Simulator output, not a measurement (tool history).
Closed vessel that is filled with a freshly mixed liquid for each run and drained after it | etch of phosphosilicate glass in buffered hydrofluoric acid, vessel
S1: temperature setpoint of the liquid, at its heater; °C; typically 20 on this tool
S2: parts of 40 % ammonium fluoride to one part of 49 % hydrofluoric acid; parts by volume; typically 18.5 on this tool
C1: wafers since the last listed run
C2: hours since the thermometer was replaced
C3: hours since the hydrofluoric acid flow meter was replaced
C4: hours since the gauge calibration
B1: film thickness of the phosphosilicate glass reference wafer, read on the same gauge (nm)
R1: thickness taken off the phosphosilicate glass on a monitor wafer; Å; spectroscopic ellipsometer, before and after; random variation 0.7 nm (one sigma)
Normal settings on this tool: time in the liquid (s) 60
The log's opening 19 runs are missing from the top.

run 20 hour=1082.5 | S1=20 S2=12.5 time_in_the_liquid_(s)=60 | C1=6489 C2=648.9 C3=178.7 C4=1081.3 | B1=39.95 | R1=1317.4
run 21 hour=1111.3 | S1=17 S2=24.5 time_in_the_liquid_(s)=95 | C1=2793 C2=677.7 C3=207.5 C4=1110.1 | B1=39.96 | R1=973.7
-- hour=1112.7 thermometer replaced
run 22 hour=1136 | S1=23.5 S2=16 time_in_the_liquid_(s)=90 | C1=2298 C2=23.3 C3=232.2 C4=1134.8 | B1=39.95 | R1=1734.8
run 23 hour=1190.2 | S1=20 S2=18.5 time_in_the_liquid_(s)=60 | C1=5257 C2=77.5 C3=286.4 C4=1189 | B1=40.02 | R1=835.6
run 24 hour=1237.9 | S1=17 S2=18.5 time_in_the_liquid_(s)=95 | C1=4626 C2=125.2 C3=334.1 C4=1236.7 | B1=40.03 | R1=1120.5
run 25 hour=1301.9 | S1=17 S2=12.5 time_in_the_liquid_(s)=75 | C1=6207 C2=189.2 C3=398.1 C4=1300.7 | B1=40.04 | R1=1314.5
run 26 hour=1353.6 | S1=20 S2=18.5 time_in_the_liquid_(s)=60 | C1=5014 C2=240.9 C3=449.8 C4=1352.4 | B1=40.03 | R1=851.7
run 27 hour=1419 | S1=20 S2=22.5 time_in_the_liquid_(s)=60 | C1=6343 C2=306.3 C3=515.2 C4=1417.8 | B1=39.99 | R1=729.8
run 28 hour=1447.3 | S1=17.5 S2=23 time_in_the_liquid_(s)=60 | C1=2745 C2=334.6 C3=543.5 C4=1446.1 | B1=39.98 | R1=626.4
run 29 hour=1510.7 | S1=21.5 S2=14 time_in_the_liquid_(s)=60 | C1=6149 C2=398 C3=606.9 C4=1509.5 | B1=40.01 | R1=1254.8
run 30 hour=1560.1 | S1=20 S2=18.5 time_in_the_liquid_(s)=60 | C1=4791 C2=447.4 C3=656.3 C4=1558.9 | B1=40.03 | R1=870
run 31 hour=1619.9 | S1=20 S2=18.5 time_in_the_liquid_(s)=60 | C1=5800 C2=507.2 C3=716.1 C4=1618.7 | B1=40.01 | R1=878.7
-- hour=1664.9 thermometer replaced
run 32 hour=1667.9 | S1=20 S2=18.5 time_in_the_liquid_(s)=60 | C1=4558 C2=3 C3=764.1 C4=1666.7 | B1=40.06 | R1=814.3

Each row is a separate what-if for the run after 32, all from the same tool condition, not one after another. Results?
run A hour=1668.6 | S1=20 S2=18.5 time_in_the_liquid_(s)=35 | C1=67 C2=3.7 C3=764.8 C4=1667.4 | B1=? | R1=?
run B hour=1668.6 | S1=20 S2=18.5 time_in_the_liquid_(s)=70 | C1=67 C2=3.7 C3=764.8 C4=1667.4 | B1=? | R1=?
run C hour=1668.6 | S1=24 S2=18.5 time_in_the_liquid_(s)=60 | C1=67 C2=3.7 C3=764.8 C4=1667.4 | B1=? | R1=?
run D hour=1668.6 | S1=24 S2=20.5 time_in_the_liquid_(s)=80 | C1=67 C2=3.7 C3=764.8 C4=1667.4 | B1=? | R1=?

run=A B1=39.98 R1=485.1
run=B B1=39.98 R1=970.2
run=C B1=39.98 R1=1037.4
run=D B1=39.98 R1=1259.3
The same runs, with their run-to-run variation unchanged, on a tool lacking any hidden condition would have given:
run=A R1=475.7
run=B R1=951.3
run=C R1=1017.8
run=D R1=1235.4
